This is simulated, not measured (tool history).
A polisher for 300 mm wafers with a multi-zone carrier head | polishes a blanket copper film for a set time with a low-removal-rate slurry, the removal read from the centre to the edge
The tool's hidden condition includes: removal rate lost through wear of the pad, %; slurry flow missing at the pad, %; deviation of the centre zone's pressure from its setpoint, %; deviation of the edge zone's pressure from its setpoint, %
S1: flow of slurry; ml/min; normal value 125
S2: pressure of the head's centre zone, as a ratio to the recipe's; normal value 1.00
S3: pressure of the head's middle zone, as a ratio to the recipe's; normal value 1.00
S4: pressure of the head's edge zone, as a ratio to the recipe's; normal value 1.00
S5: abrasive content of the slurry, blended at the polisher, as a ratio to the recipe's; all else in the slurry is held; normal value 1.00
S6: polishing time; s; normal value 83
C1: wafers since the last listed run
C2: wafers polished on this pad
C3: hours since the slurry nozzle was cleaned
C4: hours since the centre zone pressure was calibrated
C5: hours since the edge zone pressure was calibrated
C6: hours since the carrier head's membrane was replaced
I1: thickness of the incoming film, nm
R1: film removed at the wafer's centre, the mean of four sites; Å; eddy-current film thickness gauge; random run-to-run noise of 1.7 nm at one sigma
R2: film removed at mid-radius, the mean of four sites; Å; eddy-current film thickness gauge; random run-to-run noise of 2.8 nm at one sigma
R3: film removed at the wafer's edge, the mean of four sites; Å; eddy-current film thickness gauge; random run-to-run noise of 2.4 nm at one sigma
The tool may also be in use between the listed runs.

| run | hour | S1 | S2 | S3 | S4 | S5 | S6 | C1 | C2 | C3 | C4 | C5 | C6 | I1 | R1 | R2 | R3 |
|---|---|---|---|---|---|---|---|---|---|---|---|---|---|---|---|---|---|
| 1 | 0.0 | 145 | 0.89 | 1.00 | 1.00 | 1.00 | 98 | 0 | 5707 | 302.4 | 345.6 | 464.5 | 202.2 | 1037.7 | 2678 | 3030 | 2997 |
|  | 33.3 | worn pad replaced by a new one |
| 2 | 94.5 | 165 | 0.94 | 0.94 | 1.00 | 1.00 | 56 | 829 | 560 | 396.9 | 440.1 | 559.0 | 296.7 | 1044.9 | 1709 | 1727 | 1775 |
| 3 | 315.3 | 125 | 1.00 | 1.00 | 1.10 | 1.00 | 108 | 2023 | 2583 | 617.7 | 660.9 | 779.8 | 517.5 | 1036.0 | 3268 | 3309 | 3471 |
|  | 362.5 | edge zone pressure recalibrated |
| 4 | 386.2 | 100 | 1.00 | 1.00 | 1.00 | 1.00 | 68 | 631 | 3214 | 688.6 | 731.8 | 23.7 | 588.4 | 1034.2 | 1912 | 1936 | 2004 |
| 5 | 434.8 | 125 | 1.00 | 1.00 | 1.00 | 1.00 | 83 | 445 | 3660 | 737.2 | 780.4 | 72.3 | 637.0 | 1033.2 | 2493 | 2519 | 2494 |
| 6 | 480.8 | 125 | 1.00 | 0.95 | 1.00 | 1.00 | 83 | 421 | 4081 | 783.2 | 826.4 | 118.3 | 683.0 | 1019.9 | 2516 | 2406 | 2519 |
|  | 486.9 | centre zone pressure recalibrated |
|  | 547.0 | slurry nozzle cleaned |
|  | 564.0 | carrier head's membrane replaced by a new one |
| 7 | 604.9 | 125 | 1.00 | 1.00 | 1.00 | 0.80 | 83 | 1063 | 5145 | 57.9 | 118.0 | 242.4 | 40.9 | 1018.3 | 2279 | 2235 | 2291 |
| 8 | 694.0 | 125 | 1.00 | 1.12 | 1.00 | 0.85 | 83 | 816 | 5961 | 147.0 | 207.1 | 331.5 | 130.0 | 1041.1 | 2310 | 2560 | 2314 |
| 9 | 778.3 | 110 | 1.05 | 1.00 | 0.89 | 1.00 | 67 | 772 | 6734 | 231.3 | 291.4 | 415.8 | 214.3 | 1041.8 | 2013 | 1913 | 1804 |
| 10 | 872.6 | 125 | 1.00 | 1.00 | 1.00 | 1.00 | 83 | 864 | 7598 | 325.6 | 385.7 | 510.1 | 308.6 | 1023.4 | 2435 | 2407 | 2477 |
|  | 914.7 | worn pad replaced by a new one |
| 11 | 917.7 | 85 | 1.00 | 1.10 | 1.00 | 1.00 | 83 | 376 | 27 | 370.7 | 430.8 | 555.2 | 353.7 | 1039.4 | 2242 | 2415 | 2351 |
|  | 1127.6 | edge zone pressure recalibrated |
| 12 | 1142.9 | 170 | 1.00 | 1.07 | 1.05 | 1.00 | 83 | 2045 | 2072 | 595.9 | 656.0 | 15.3 | 578.9 | 1042.0 | 2761 | 2824 | 2753 |
| 13 | 1223.4 | 80 | 1.00 | 1.00 | 1.00 | 0.85 | 83 | 737 | 2810 | 676.4 | 736.5 | 95.8 | 659.4 | 1011.1 | 2004 | 2036 | 2171 |
|  | 1288.4 | carrier head's membrane replaced by a new one |
|  | 1289.8 | centre zone pressure recalibrated |
| 14 | 1316.2 | 125 | 1.00 | 1.00 | 1.00 | 1.00 | 83 | 791 | 3601 | 769.2 | 26.4 | 188.6 | 27.8 | 1045.5 | 2526 | 2489 | 2514 |
|  | 1322.7 | slurry nozzle cleaned |
| 15 | 1365.2 | 125 | 1.00 | 1.00 | 1.00 | 1.10 | 83 | 439 | 4041 | 42.5 | 75.4 | 237.6 | 76.8 | 1028.6 | 2581 | 2601 | 2607 |
| 16 | 1403.5 | 115 | 1.00 | 1.08 | 1.00 | 1.00 | 83 | 350 | 4392 | 80.8 | 113.7 | 275.9 | 115.1 | 1030.7 | 2450 | 2577 | 2456 |
| 17 | 1500.9 | 125 | 1.00 | 1.00 | 1.00 | 1.00 | 97 | 892 | 5284 | 178.2 | 211.1 | 373.3 | 212.5 | 1039.6 | 2878 | 2925 | 2955 |
| 18 | 1553.7 | 125 | 1.00 | 1.00 | 1.00 | 0.80 | 108 | 483 | 5768 | 231.0 | 263.9 | 426.1 | 265.3 | 1029.8 | 2970 | 2967 | 2960 |
| 19 | 1625.0 | 170 | 1.08 | 0.96 | 1.00 | 1.00 | 64 | 653 | 6421 | 302.3 | 335.2 | 497.4 | 336.6 | 1050.2 | 2231 | 1988 | 2012 |
| 20 | 1704.3 | 125 | 1.00 | 1.09 | 1.00 | 1.00 | 83 | 726 | 7148 | 381.6 | 414.5 | 576.7 | 415.9 | 1026.8 | 2473 | 2618 | 2476 |

What if the next run were any one of these 5? Each begins from the tool's condition after run 20:
| A | 1704.8 | 125 | 1.00 | 1.00 | 1.00 | 1.15 | 83 | 4 | 7152 | 382.1 | 415.0 | 577.2 | 416.4 | 1022.1 | ? | ? | ? |
| B | 1704.8 | 165 | 1.00 | 1.00 | 1.00 | 1.00 | 83 | 4 | 7152 | 382.1 | 415.0 | 577.2 | 416.4 | 1022.1 | ? | ? | ? |
| C | 1704.8 | 125 | 1.10 | 1.03 | 1.11 | 1.00 | 83 | 4 | 7152 | 382.1 | 415.0 | 577.2 | 416.4 | 1022.1 | ? | ? | ? |
| D | 1704.8 | 125 | 1.00 | 1.12 | 1.00 | 1.00 | 109 | 4 | 7152 | 382.1 | 415.0 | 577.2 | 416.4 | 1022.1 | ? | ? | ? |
| E | 1704.8 | 125 | 1.00 | 1.11 | 1.00 | 1.00 | 83 | 4 | 7152 | 382.1 | 415.0 | 577.2 | 416.4 | 1022.1 | ? | ? | ? |

| run | R1 | R2 | R3 |
|---|---|---|---|
| A | 2594 | 2616 | 2593 |
| B | 2642 | 2643 | 2576 |
| C | 2721 | 2553 | 2600 |
| D | 3248 | 3604 | 3239 |
| E | 2473 | 2723 | 2467 |
What these runs would have given with no unlogged condition in the tool:
| run | R1 | R2 | R3 |
|---|---|---|---|
| A | 2689 | 2712 | 2689 |
| B | 2739 | 2740 | 2671 |
| C | 2820 | 2647 | 2696 |
| D | 3367 | 3736 | 3358 |
| E | 2564 | 2823 | 2557 |

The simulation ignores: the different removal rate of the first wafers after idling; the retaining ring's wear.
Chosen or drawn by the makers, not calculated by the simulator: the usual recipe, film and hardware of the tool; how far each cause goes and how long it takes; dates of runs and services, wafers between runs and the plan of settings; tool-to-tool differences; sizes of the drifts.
